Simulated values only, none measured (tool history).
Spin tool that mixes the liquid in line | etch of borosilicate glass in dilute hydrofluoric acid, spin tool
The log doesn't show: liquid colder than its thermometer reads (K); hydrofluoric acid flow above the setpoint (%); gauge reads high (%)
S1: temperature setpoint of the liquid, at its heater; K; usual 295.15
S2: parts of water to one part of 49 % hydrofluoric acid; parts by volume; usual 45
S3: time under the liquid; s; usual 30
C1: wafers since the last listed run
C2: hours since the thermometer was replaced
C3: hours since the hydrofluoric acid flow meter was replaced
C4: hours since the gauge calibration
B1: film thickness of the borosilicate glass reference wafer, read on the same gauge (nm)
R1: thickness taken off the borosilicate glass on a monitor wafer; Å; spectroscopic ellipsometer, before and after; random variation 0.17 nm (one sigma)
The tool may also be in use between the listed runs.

run	hour	S1	S2	S3	C1	C2	C3	C4	B1	R1
1	0.0	295.15	55	30	0	852.7	2398.5	579.0	39.99	212.4
2	15.5	295.15	45	30	184	868.2	2414.0	594.5	40.01	262.8
# hour 23.1: hydrofluoric acid flow meter replaced
3	23.9	295.15	45	30	88	876.6	0.8	602.9	40.00	228.7
4	37.8	295.15	45	30	165	890.5	14.7	616.8	40.01	230.1
5	44.6	295.15	45	30	80	897.3	21.5	623.6	40.01	227.7
6	59.8	295.15	45	30	180	912.5	36.7	638.8	40.00	229.3
7	72.9	295.15	45	30	155	925.6	49.8	651.9	40.00	228.6
8	79.6	295.15	45	45	79	932.3	56.5	658.6	40.01	341.9
9	86.2	295.15	45	45	78	938.9	63.1	665.2	40.01	340.7
10	98.6	295.15	30	15	147	951.3	75.5	677.6	39.99	176.2
11	115.9	292.15	45	15	205	968.6	92.8	694.9	39.97	100.8
12	124.9	295.15	45	30	107	977.6	101.8	703.9	40.03	231.4
# hour 135.2: gauge calibrated
13	135.9	292.15	55	30	130	988.6	112.8	0.7	40.00	161.2
14	152.6	291.65	50	35	198	1005.3	129.5	17.4	40.01	206.8
15	160.9	295.15	45	30	98	1013.6	137.8	25.7	40.00	228.3
# hour 176.9: thermometer replaced
16	178.1	295.15	45	30	192	1.2	155.0	42.9	40.00	251.4
17	184.5	290.15	65	15	76	7.6	161.4	49.3	40.01	69.0
18	191.2	299.65	30	25	79	14.3	168.1	56.0	39.99	378.2
19	206.4	297.15	30	50	180	29.5	183.3	71.2	40.00	700.4
20	230.1	297.15	25	45	282	53.2	207.0	94.9	40.02	751.3
21	246.2	295.15	25	30	191	69.3	223.1	111.0	40.00	456.6
22	262.7	295.15	45	30	196	85.8	239.6	127.5	40.01	252.8
23	276.6	299.65	65	15	165	99.7	253.5	141.4	39.97	101.3
24	291.7	295.15	45	30	179	114.8	268.6	156.5	39.99	250.4
25	309.2	298.15	35	30	208	132.3	286.1	174.0	40.02	368.3
26	320.8	297.65	65	15	138	143.9	297.7	185.6	40.01	93.2
27	327.8	295.15	45	30	83	150.9	304.7	192.6	40.01	250.5
28	334.3	295.15	45	30	77	157.4	311.2	199.1	39.99	246.4
29	350.5	290.65	55	30	192	173.6	327.4	215.3	40.01	163.6
30	361.0	295.15	40	15	124	184.1	337.9	225.8	39.99	141.7

The next listed run, before its measurement:
31	378.5	295.15	45	30	208	201.6	355.4	243.3	?	?

B1: 39.99
R1: 246.6 Å
Without the tool's hidden state the same run would have given R1 246.3 Å.
